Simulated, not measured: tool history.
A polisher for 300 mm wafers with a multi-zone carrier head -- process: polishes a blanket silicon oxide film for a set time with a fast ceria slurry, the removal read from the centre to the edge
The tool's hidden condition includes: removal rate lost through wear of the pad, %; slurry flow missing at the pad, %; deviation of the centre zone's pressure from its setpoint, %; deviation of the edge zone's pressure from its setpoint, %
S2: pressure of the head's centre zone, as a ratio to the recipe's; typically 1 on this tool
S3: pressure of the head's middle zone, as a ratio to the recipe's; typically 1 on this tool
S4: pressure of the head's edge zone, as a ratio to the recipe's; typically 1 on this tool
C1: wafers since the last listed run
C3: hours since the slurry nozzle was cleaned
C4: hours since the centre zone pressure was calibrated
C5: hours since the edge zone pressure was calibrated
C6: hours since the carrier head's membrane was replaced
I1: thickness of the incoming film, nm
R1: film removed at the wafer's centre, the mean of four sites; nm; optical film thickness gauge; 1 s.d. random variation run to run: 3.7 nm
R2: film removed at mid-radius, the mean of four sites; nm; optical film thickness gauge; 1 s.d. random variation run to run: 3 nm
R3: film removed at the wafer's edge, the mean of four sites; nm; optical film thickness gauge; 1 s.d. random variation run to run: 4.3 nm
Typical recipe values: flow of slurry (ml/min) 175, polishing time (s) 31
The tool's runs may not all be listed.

Run 1, hour 0: usual settings; C1 0; wafers polished on this pad 113; C3 116.7; C4 67.9; C5 45.4; C6 631.3; I1 1680.9. Result: R1 329.7 nm, R2 325.4 nm, R3 329.4 nm.
Run 2, hour 14.9: usual settings but S2 0.94, S4 0.93; C1 197; wafers polished on this pad 311; C3 131.6; C4 82.8; C5 60.3; C6 646.2; I1 1652.3. Result: R1 303 nm, R2 324.7 nm, R3 306.4 nm.
Run 3, hour 22.5: usual settings but S4 0.9; C1 100; wafers polished on this pad 412; C3 139.2; C4 90.4; C5 67.9; C6 653.8; I1 1670.7. Result: R1 327.1 nm, R2 322.7 nm, R3 298.9 nm.
Run 4, hour 35.9: usual settings but S2 1.02; C1 177; wafers polished on this pad 590; C3 152.6; C4 103.8; C5 81.3; C6 667.2; I1 1679.3. Result: R1 329.5 nm, R2 322.3 nm, R3 318 nm.
Run 5, hour 47.5: usual settings but flow of slurry (ml/min) 135, S2 0.97, polishing time (s) 25; C1 154; wafers polished on this pad 744; C3 164.2; C4 115.4; C5 92.9; C6 678.8; I1 1636.6. Result: R1 237.2 nm, R2 243.5 nm, R3 244.9 nm.
Run 6, hour 55: usual settings but S4 1.11; C1 99; wafers polished on this pad 844; C3 171.7; C4 122.9; C5 100.4; C6 686.3; I1 1677.8. Result: R1 311.5 nm, R2 311.6 nm, R3 324.8 nm.
Run 7, hour 62: usual settings but flow of slurry (ml/min) 195; C1 92; wafers polished on this pad 937; C3 178.7; C4 129.9; C5 107.4; C6 693.3; I1 1644.7. Result: R1 311.8 nm, R2 312.4 nm, R3 308.8 nm.
Run 8, hour 70.3: usual settings; C1 110; wafers polished on this pad 1047; C3 187; C4 138.2; C5 115.7; C6 701.6; I1 1669.5. Result: R1 308.3 nm, R2 305 nm, R3 306.9 nm.
Run 9, hour 83.9: usual settings; C1 180; wafers polished on this pad 1227; C3 200.6; C4 151.8; C5 129.3; C6 715.2; I1 1673.6. Result: R1 299.5 nm, R2 302.9 nm, R3 303.7 nm.
Run 10, hour 92: usual settings but S3 0.89, S4 0.92, polishing time (s) 34; C1 107; wafers polished on this pad 1335; C3 208.7; C4 159.9; C5 137.4; C6 723.3; I1 1678.9. Result: R1 337.3 nm, R2 296.7 nm, R3 312.1 nm.
Run 11, hour 98.1: usual settings but S2 0.92; C1 80; wafers polished on this pad 1416; C3 214.8; C4 166; C5 143.5; C6 729.4; I1 1666.4. Result: R1 274.9 nm, R2 297.1 nm, R3 295.3 nm.
At hour 116.6: worn pad replaced by a new one.
Run 12, hour 117.1: usual settings but S4 0.97, polishing time (s) 39; C1 199; wafers polished on this pad 6; C3 233.8; C4 185; C5 162.5; C6 748.4; I1 1629.8. Result: R1 428.7 nm, R2 423.2 nm, R3 416 nm.
At hour 136: carrier head's membrane replaced by a new one.
Run 13, hour 136.5: usual settings but S2 0.93; C1 191; wafers polished on this pad 197; C3 253.2; C4 204.4; C5 181.9; C6 0.5; I1 1694.2. Result: R1 309.6 nm, R2 324.6 nm, R3 330.1 nm.
Run 14, hour 154.6: usual settings but S4 1.04, polishing time (s) 24; C1 240; wafers polished on this pad 438; C3 271.3; C4 222.5; C5 200; C6 18.6; I1 1654.5. Result: R1 255.2 nm, R2 247.7 nm, R3 256.3 nm.
Run 15, hour 168.4: usual settings but flow of slurry (ml/min) 195; C1 183; wafers polished on this pad 621; C3 285.1; C4 236.3; C5 213.8; C6 32.4; I1 1666.2. Result: R1 323.3 nm, R2 326.1 nm, R3 326.3 nm.
Run 16, hour 183.2: usual settings but S3 0.92, polishing time (s) 23; C1 196; wafers polished on this pad 817; C3 299.9; C4 251.1; C5 228.6; C6 47.2; I1 1670.9. Result: R1 240.2 nm, R2 217.7 nm, R3 239.6 nm.
Run 17, hour 200: usual settings but polishing time (s) 21; C1 223; wafers polished on this pad 1040; C3 316.7; C4 267.9; C5 245.4; C6 64; I1 1641.8. Result: R1 213.1 nm, R2 207.6 nm, R3 211.2 nm.
At hour 218.4: worn pad replaced by a new one.
Run 18, hour 218.9: usual settings but polishing time (s) 28; C1 197; wafers polished on this pad 6; C3 335.6; C4 286.8; C5 264.3; C6 82.9; I1 1682.2. Result: R1 306.2 nm, R2 300.4 nm, R3 296.2 nm.
Run 19, hour 232.8: usual settings but S3 0.94; C1 184; wafers polished on this pad 191; C3 349.5; C4 300.7; C5 278.2; C6 96.8; I1 1635.1. Result: R1 333.1 nm, R2 314.8 nm, R3 328.9 nm.
Run 20, hour 238.9: usual settings but flow of slurry (ml/min) 130; C1 80; wafers polished on this pad 272; C3 355.6; C4 306.8; C5 284.3; C6 102.9; I1 1665.4. Result: R1 326.8 nm, R2 324.6 nm, R3 324 nm.
Run 21, hour 249: usual settings but flow of slurry (ml/min) 205, S2 1.07, S4 1.08; C1 134; wafers polished on this pad 406; C3 365.7; C4 316.9; C5 294.4; C6 113; I1 1676.3. Result: R1 356.2 nm, R2 327.3 nm, R3 341 nm.
Run 22, hour 259.4: usual settings but polishing time (s) 40; C1 138; wafers polished on this pad 544; C3 376.1; C4 327.3; C5 304.8; C6 123.4; I1 1648.2. Result: R1 417.6 nm, R2 418.8 nm, R3 413.9 nm.
Run 23, hour 272.9: usual settings; C1 179; wafers polished on this pad 723; C3 389.6; C4 340.8; C5 318.3; C6 136.9; I1 1667.6. Result: R1 324.5 nm, R2 319.9 nm, R3 318.2 nm.

Each row is a separate what-if for the run after 23, all from the same tool condition, not one after another. Results?
Run A, hour 273.3: usual settings; C1 5; wafers polished on this pad 729; C3 390; C4 341.2; C5 318.7; C6 137.3; I1 1640.9. Result: R1 ?, R2 ?, R3 ?.
Run B, hour 273.3: usual settings but flow of slurry (ml/min) 205; C1 5; wafers polished on this pad 729; C3 390; C4 341.2; C5 318.7; C6 137.3; I1 1640.9. Result: R1 ?, R2 ?, R3 ?.
Run C, hour 273.3: usual settings but S2 1.09, S3 1.06, S4 0.97; C1 5; wafers polished on this pad 729; C3 390; C4 341.2; C5 318.7; C6 137.3; I1 1640.9. Result: R1 ?, R2 ?, R3 ?.

run     R1     R2     R3
  A  324.7    313  318.6
  B  330.4  317.8  322.3
  C  354.3  328.7  313.8
The same runs, with their run-to-run variation unchanged, on a tool lacking any hidden condition would have given:
run     R1     R2     R3
  A  343.4    331    337
  B  349.4  336.2  340.9
  C  374.7  347.6  331.9
